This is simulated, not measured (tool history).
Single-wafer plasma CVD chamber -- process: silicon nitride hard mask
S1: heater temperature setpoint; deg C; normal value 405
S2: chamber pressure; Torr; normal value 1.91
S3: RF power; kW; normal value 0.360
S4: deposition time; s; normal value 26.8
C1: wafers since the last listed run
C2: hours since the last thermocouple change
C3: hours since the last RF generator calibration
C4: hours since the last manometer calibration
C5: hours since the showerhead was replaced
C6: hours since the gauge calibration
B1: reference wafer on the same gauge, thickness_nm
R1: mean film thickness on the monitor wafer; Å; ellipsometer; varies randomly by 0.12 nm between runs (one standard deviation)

run	day	S1	S2	S3	S4	C1	C2	C3	C4	C5	C6	B1	R1
1	0.000	405	1.91	0.360	26.8	0	1037.8	1557.9	1688.7	1591.5	340.5	42.702	372.52
2	1.729	405	1.91	0.360	26.8	838	1079.3	1599.4	1730.2	1633.0	382.0	42.645	374.86
3	3.004	405	1.91	0.360	26.8	618	1109.9	1630.0	1760.8	1663.6	412.6	42.577	373.76
4	5.612	405	1.91	0.360	26.8	1265	1172.5	1692.6	1823.4	1726.2	475.2	42.553	372.79
5	8.058	405	1.91	0.360	26.8	1186	1231.2	1751.3	1882.1	1784.9	533.9	42.464	373.51
# day 16.183: gauge calibrated
6	16.333	405	1.91	0.360	26.8	4014	1429.8	1949.9	2080.7	1983.5	3.6	42.971	375.72
7	17.692	405	1.91	0.360	26.8	658	1462.4	1982.5	2113.3	2016.1	36.2	43.000	375.85
8	18.825	405	2.24	0.360	28.4	549	1489.6	2009.7	2140.5	2043.3	63.4	42.998	420.68
# day 19.592: RF generator calibrated
# day 22.008: capacitance manometer re-zeroed and calibrated
9	22.029	405	2.24	0.360	28.4	1230	1566.5	58.5	0.5	2120.2	140.3	42.964	419.76
10	23.467	405	1.91	0.360	26.8	697	1601.0	93.0	35.0	2154.7	174.8	42.959	375.20
11	26.100	412	1.91	0.420	26.8	1277	1664.2	156.2	98.2	2217.9	238.0	42.953	407.68
12	27.104	405	1.91	0.360	26.8	487	1688.3	180.3	122.3	2242.0	262.1	42.908	375.68
13	29.112	405	2.34	0.290	26.8	974	1736.5	228.5	170.5	2290.2	310.3	42.872	358.83
14	30.675	392	1.91	0.410	24.8	757	1774.0	266.0	208.0	2327.7	347.8	42.835	371.39

Run 15 has not been measured yet. What should we expect?
15	33.238	413	1.91	0.330	31.9	1243	1835.5	327.5	269.5	2389.2	409.3	?	?

B1: 42.747
R1: 425.74 Å
Were there no unlogged condition in the tool, this run, its random variation unchanged, would have produced R1 428.13 Å.

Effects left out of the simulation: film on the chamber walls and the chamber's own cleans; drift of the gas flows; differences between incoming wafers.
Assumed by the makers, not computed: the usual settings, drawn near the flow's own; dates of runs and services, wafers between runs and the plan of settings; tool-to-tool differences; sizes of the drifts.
